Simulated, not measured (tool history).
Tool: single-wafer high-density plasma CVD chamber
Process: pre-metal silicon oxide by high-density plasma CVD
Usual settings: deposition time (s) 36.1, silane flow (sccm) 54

run,day,deposition time (s),silane flow (sccm),wafers since the last listed run,hours since the silane flow controller was replaced,hours since the gauge calibration,"read-back reference wafer on the same gauge, thickness_nm",mean film thickness on the monitor wafer (Å)
1,0.000,36.1,54,0,2463.6,91.3,185.984,1966.51
2,2.088,40.8,58,933,2513.7,141.4,186.042,2345.84
3,4.383,36.1,59,1026,2568.8,196.5,185.969,2110.45
4,7.154,36.1,59,1239,2635.3,263.0,186.222,2119.26
5,8.821,36.1,59,745,2675.3,303.0,185.895,2102.53
6,10.550,36.1,54,773,2716.8,344.5,185.970,1973.95
7,12.467,36.1,54,857,2762.8,390.5,185.980,1971.39
8,18.129,36.1,54,2532,2898.7,526.4,186.194,1975.41
9,19.767,36.1,54,732,2938.0,565.7,185.994,1966.85
10,21.142,40.8,54,615,2971.0,598.7,186.129,2234.47
11,22.950,33.5,54,808,3014.4,642.1,186.120,1845.76
# day 24.292: gauge calibrated
12,25.721,33.5,54,1239,3080.9,34.3,186.100,1842.78
13,27.854,36.1,59,954,3132.1,85.5,186.025,2125.62
# day 28.996: silane flow controller replaced
14,29.017,31.4,61,370,0.5,113.4,185.855,1814.46
15,30.296,36.1,60,572,31.2,144.1,185.995,2055.51
16,32.479,43.2,46,976,83.6,196.5,186.063,2022.27
17,34.467,32.0,54,888,131.3,244.2,186.186,1685.15
18,40.550,32.6,51,2721,277.3,390.2,185.963,1647.37
19,43.042,36.1,54,1114,337.1,450.0,186.020,1895.45
20,45.362,43.3,49,1038,392.8,505.7,185.801,2124.63
21,46.892,33.7,46,683,429.5,542.4,186.010,1590.13
22,48.550,36.1,54,741,469.3,582.2,186.063,1907.40
# day 49.988: gauge calibrated
23,50.638,33.0,54,933,519.4,15.6,186.040,1742.99
24,52.417,29.8,50,795,562.1,58.3,186.183,1482.57
25,53.738,36.1,54,590,593.8,90.0,185.987,1903.61

3 ways to go on from here, each from the tool as it stands after run 25. What would each give?
A,53.754,41.1,54,7,594.2,90.4,?,?
B,53.754,32.6,60,7,594.2,90.4,?,?
C,53.754,38.0,63,7,594.2,90.4,?,?

run,"read-back reference wafer on the same gauge, thickness_nm",mean film thickness on the monitor wafer (Å)
A,186.149,2180.02
B,186.149,1874.39
C,186.149,2269.52
Without the tool's hidden state the same runs would have given:
run,mean film thickness on the monitor wafer (Å)
A,2165.28
B,1861.72
C,2254.18
